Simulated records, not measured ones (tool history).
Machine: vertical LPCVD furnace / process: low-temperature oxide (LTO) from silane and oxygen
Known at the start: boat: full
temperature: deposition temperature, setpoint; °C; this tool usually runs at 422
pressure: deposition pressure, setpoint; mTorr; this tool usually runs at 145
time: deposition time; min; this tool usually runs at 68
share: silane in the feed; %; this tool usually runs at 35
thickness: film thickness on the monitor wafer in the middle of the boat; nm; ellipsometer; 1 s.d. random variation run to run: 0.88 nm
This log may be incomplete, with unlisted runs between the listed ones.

| run | hour | temperature | pressure | time | share | read-back reference wafer on the same gauge, thickness | thickness |
|---|---|---|---|---|---|---|---|
| 1 | 0 | 419 | 145 | 68 | 35 | 548.09 | 459.46 |
| 2 | 21.4 | 419 | 145 | 68 | 35 | 548.05 | 458.38 |
| 3 | 33.9 | 422 | 145 | 68 | 35 | 547.98 | 473.98 |
| 4 | 46.1 | 422 | 145 | 68 | 35 | 548.09 | 473.38 |
| 5 | 65.8 | 422 | 145 | 68 | 31 | 548.15 | 404.03 |
| 6 | 94.1 | 422 | 145 | 68 | 31 | 547.96 | 403.96 |
| 7 | 112.4 | 422 | 125 | 68 | 35 | 548.11 | 408.68 |
| 8 | 177.5 | 422 | 125 | 68 | 35 | 548.07 | 408.66 |
|  | 219.1 | silane flow controller replaced |
| 9 | 219.6 | 422 | 125 | 68 | 35 | 547.9 | 409.14 |
| 10 | 230.2 | 416 | 150 | 68 | 35 | 548.15 | 461.04 |
|  | 230.8 | gauge calibrated |
| 11 | 249 | 416 | 150 | 68 | 35 | 547.78 | 460.24 |
| 12 | 268.9 | 416 | 150 | 68 | 35 | 548.26 | 461.51 |
| 13 | 282.8 | 418 | 145 | 68 | 35 | 548.06 | 455.73 |
| 14 | 312.4 | 422 | 145 | 60.5 | 35 | 548.01 | 422.29 |
| 15 | 328.1 | 418 | 175 | 68 | 28 | 548.03 | 404.88 |
| 16 | 351.6 | 433 | 145 | 68 | 35 | 548.05 | 532.5 |
| 17 | 377.2 | 430 | 175 | 95 | 41 | 547.94 | 1042.81 |
| 18 | 404.2 | 415 | 175 | 81.5 | 39 | 547.79 | 729.26 |
|  | 430.8 | pressure gauge zeroed |
|  | 442.7 | thermocouples replaced and temperature profile calibrated |
| 19 | 443.2 | 422 | 125 | 68 | 35 | 547.96 | 396.16 |
| 20 | 448.7 | 419 | 145 | 68 | 38 | 548 | 491.17 |
| 21 | 454.1 | 422 | 145 | 68 | 35 | 548.25 | 458.68 |
| 22 | 478 | 422 | 160 | 68 | 35 | 547.96 | 507.61 |
| 23 | 492.5 | 426 | 145 | 51 | 35 | 548.09 | 359.39 |
| 24 | 504.6 | 414 | 160 | 90.5 | 35 | 548.01 | 620.84 |
| 25 | 532.6 | 422 | 145 | 60.5 | 35 | 548.06 | 408.64 |
| 26 | 567.4 | 432 | 125 | 68 | 35 | 547.92 | 440.26 |

3 ways to go on from here, each from the tool as it stands after run 26. What would each give?
| A | 572.9 | 422 | 145 | 68 | 35 | ? | ? |
| B | 572.9 | 418 | 130 | 51.5 | 39 | ? | ? |
| C | 572.9 | 414 | 145 | 68 | 35 | ? | ? |

| run | read-back reference wafer on the same gauge, thickness | thickness |
|---|---|---|
| A | 547.99 | 459.86 |
| B | 547.99 | 341.63 |
| C | 547.99 | 422.18 |
Without the tool's unlogged condition, the same runs would have read:
| run | thickness |
|---|---|
| A | 458.75 |
| B | 340.82 |
| C | 421.13 |
